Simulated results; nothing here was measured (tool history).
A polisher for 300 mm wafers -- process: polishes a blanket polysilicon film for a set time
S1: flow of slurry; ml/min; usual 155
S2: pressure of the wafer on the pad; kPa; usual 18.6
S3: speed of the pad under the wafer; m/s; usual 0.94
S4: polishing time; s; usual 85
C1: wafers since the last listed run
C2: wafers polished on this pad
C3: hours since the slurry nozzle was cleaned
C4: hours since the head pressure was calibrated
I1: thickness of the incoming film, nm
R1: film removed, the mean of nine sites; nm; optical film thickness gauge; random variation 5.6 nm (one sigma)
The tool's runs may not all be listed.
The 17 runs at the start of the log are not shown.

run    hour   S1    S2    S3  S4    C1    C2     C3     C4      I1     R1
 18  1556.6  180  13.8  1.18  85   881  2846  354.8  791.9  2246.4  576.6
     1605.1  -- head pressure recalibrated
 19  1632.4  155  18.6  0.94  85   829  3676  430.6   27.3  2292.4  596.4
 20  1705.2  155  23.4  0.94  65   818  4495  503.4  100.1  2297.6  565.9
 21  1777.2  155  18.6  1.06  59   809  5304  575.4  172.1  2253.4  467.6
     1856.5  -- worn pad replaced by a new one
 22  1884.3  155  18.6  1.04  85  1159   312  682.5  279.2  2260.7  647.6
     1931.7  -- slurry nozzle cleaned
 23  1986.4  155  18.6  0.94  85  1136  1449   54.7  381.3  2287.5  611.1
 24  2171.1  200  18.6   0.8  85  2076  3525  239.4    566  2275.5  525.9
 25  2211.5  130  23.4  0.94  85   454  3979  279.8  606.4  2284.2  721.6
 26  2284.4  130  18.6  0.64  85   819  4799  352.7  679.3  2302.2  394.3
     2339.4  -- worn pad replaced by a new one
 27  2354.7  155  18.6  0.94  85   745   172    423  749.6  2246.2  591.7
 28  2430.2  130  22.8  0.94  72   848  1020  498.5  825.1    2290  592.7
 29  2510.9  155  18.6  0.94  85   907  1928  579.2  905.8  2300.6  576.6
 30  2549.6  155  13.1  0.94  85   435  2363  617.9  944.5  2253.4  408.6
     2595.9  -- head pressure recalibrated
 31  2614.1  155  18.6  1.16  85   702  3066  682.4   18.2  2284.2    707
 32  2711.4  205  20.7  1.06  64  1093  4160  779.7  115.5  2270.4  586.3
     2743.2  -- slurry nozzle cleaned
 33  2772.7  155  18.6  0.94  85   677  4838   29.5  176.8  2280.3  609.1
 34  2819.7  195  15.2  1.16  98   528  5366   76.5  223.8  2252.1  740.2

Below are 5 alternative next runs, each starting from the tool's condition after run 34. Predict each:
  A  2820.2  195  18.6  0.94   85   5  5372  77  224.3  2260.5   ?
  B  2820.2  120  18.6   0.8   56   5  5372  77  224.3  2260.5   ?
  C  2820.2  170  14.5  1.12  105   5  5372  77  224.3  2260.5   ?
  D  2820.2  200  15.2  0.94  106   5  5372  77  224.3  2260.5   ?
  E  2820.2  180  21.4  1.08   74   5  5372  77  224.3  2260.5   ?

run     R1
  A  631.2
  B  320.2
  C  706.1
  D  643.9
  E  715.5
Without the tool's hidden state the same runs would have given:
run     R1
  A  639.5
  B  327.1
  C  716.8
  D  652.2
  E  725.8
